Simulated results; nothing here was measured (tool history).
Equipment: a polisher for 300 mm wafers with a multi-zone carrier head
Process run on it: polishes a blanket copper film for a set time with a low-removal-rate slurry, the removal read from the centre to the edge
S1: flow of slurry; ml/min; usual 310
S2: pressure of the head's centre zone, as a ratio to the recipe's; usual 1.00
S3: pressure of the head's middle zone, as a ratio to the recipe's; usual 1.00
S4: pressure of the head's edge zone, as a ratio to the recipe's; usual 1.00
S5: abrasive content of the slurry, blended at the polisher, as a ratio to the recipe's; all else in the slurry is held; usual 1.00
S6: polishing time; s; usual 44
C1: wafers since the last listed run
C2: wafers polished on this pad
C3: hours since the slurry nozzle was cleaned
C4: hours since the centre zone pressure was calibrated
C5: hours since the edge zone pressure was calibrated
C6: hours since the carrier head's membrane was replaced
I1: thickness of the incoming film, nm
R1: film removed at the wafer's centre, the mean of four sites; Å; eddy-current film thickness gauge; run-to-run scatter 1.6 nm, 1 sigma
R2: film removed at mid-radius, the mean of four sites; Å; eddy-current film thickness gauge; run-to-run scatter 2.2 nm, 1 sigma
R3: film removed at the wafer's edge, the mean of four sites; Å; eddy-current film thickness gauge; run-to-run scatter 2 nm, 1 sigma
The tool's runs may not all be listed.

run,hour,S1,S2,S3,S4,S5,S6,C1,C2,C3,C4,C5,C6,I1,R1,R2,R3
1,0.0,310,1.00,1.00,1.06,1.00,44,0,1721,27.5,41.6,115.2,54.2,899.2,1457,1385,1497
# hour 7.0: worn pad replaced by a new one
2,10.4,310,1.11,1.00,1.00,1.00,55,101,54,37.9,52.0,125.6,64.6,887.4,2167,1911,2002
3,28.4,220,1.00,1.00,1.00,1.00,44,285,339,55.9,70.0,143.6,82.6,908.3,1460,1394,1477
4,52.0,310,1.00,1.00,1.08,0.90,44,374,713,79.5,93.6,167.2,106.2,906.4,1463,1451,1502
5,60.0,310,1.00,1.00,1.08,0.90,44,126,840,87.5,101.6,175.2,114.2,893.4,1439,1416,1501
6,72.1,350,0.94,1.00,1.00,1.25,59,191,1032,99.6,113.7,187.3,126.3,919.2,1986,2045,2066
7,86.7,310,0.95,1.00,1.00,1.00,54,231,1263,114.2,128.3,201.9,140.9,889.0,1722,1779,1802
8,100.4,350,1.00,1.00,1.00,1.00,44,217,1480,127.9,142.0,215.6,154.6,909.7,1473,1476,1495
9,116.2,310,1.00,1.00,1.00,1.00,44,250,1731,143.7,157.8,231.4,170.4,897.8,1458,1415,1479
10,123.8,310,1.00,1.00,1.00,1.00,44,120,1851,151.3,165.4,239.0,178.0,904.6,1455,1399,1468
11,138.0,310,1.00,1.00,0.96,1.00,44,225,2076,165.5,179.6,253.2,192.2,906.3,1466,1402,1441
12,147.2,310,1.00,1.00,1.03,1.00,44,145,2222,174.7,188.8,262.4,201.4,909.4,1446,1382,1453
# hour 151.2: worn pad replaced by a new one
13,156.6,310,1.00,1.00,1.09,1.00,44,85,85,184.1,198.2,271.8,210.8,897.0,1576,1541,1635
14,166.5,310,1.00,1.00,1.00,0.70,44,156,241,194.0,208.1,281.7,220.7,908.5,1492,1377,1418
15,177.7,310,0.96,1.00,1.00,1.00,39,177,419,205.2,219.3,292.9,231.9,894.0,1293,1329,1333
16,193.5,310,1.00,1.00,1.00,1.00,41,250,669,221.0,235.1,308.7,247.7,884.4,1406,1376,1407
17,240.8,310,1.00,1.00,1.00,1.00,44,749,1419,268.3,282.4,356.0,295.0,899.5,1500,1439,1504
18,249.0,310,1.00,1.00,1.07,1.00,44,129,1549,276.5,290.6,364.2,303.2,902.5,1458,1433,1502
19,264.0,310,1.00,1.00,1.00,0.70,44,237,1787,291.5,305.6,379.2,318.2,891.5,1380,1321,1360
# hour 275.7: worn pad replaced by a new one
20,276.2,370,0.96,0.89,1.00,1.00,50,129,8,303.7,317.8,391.4,330.4,890.3,1755,1627,1836
21,309.5,255,0.89,1.00,1.05,1.00,48,527,536,337.0,351.1,424.7,363.7,911.8,1446,1581,1682

Predict the results of run 22:
22,325.6,310,1.00,1.00,1.00,1.00,44,255,791,353.1,367.2,440.8,379.8,902.2,?,?,?

{"run 22": {"R1": 1535, "R2": 1430, "R3": 1476}}
With no hidden state in the tool, this same run would have given R1 1630 Å, R2 1530 Å, R3 1580 Å.
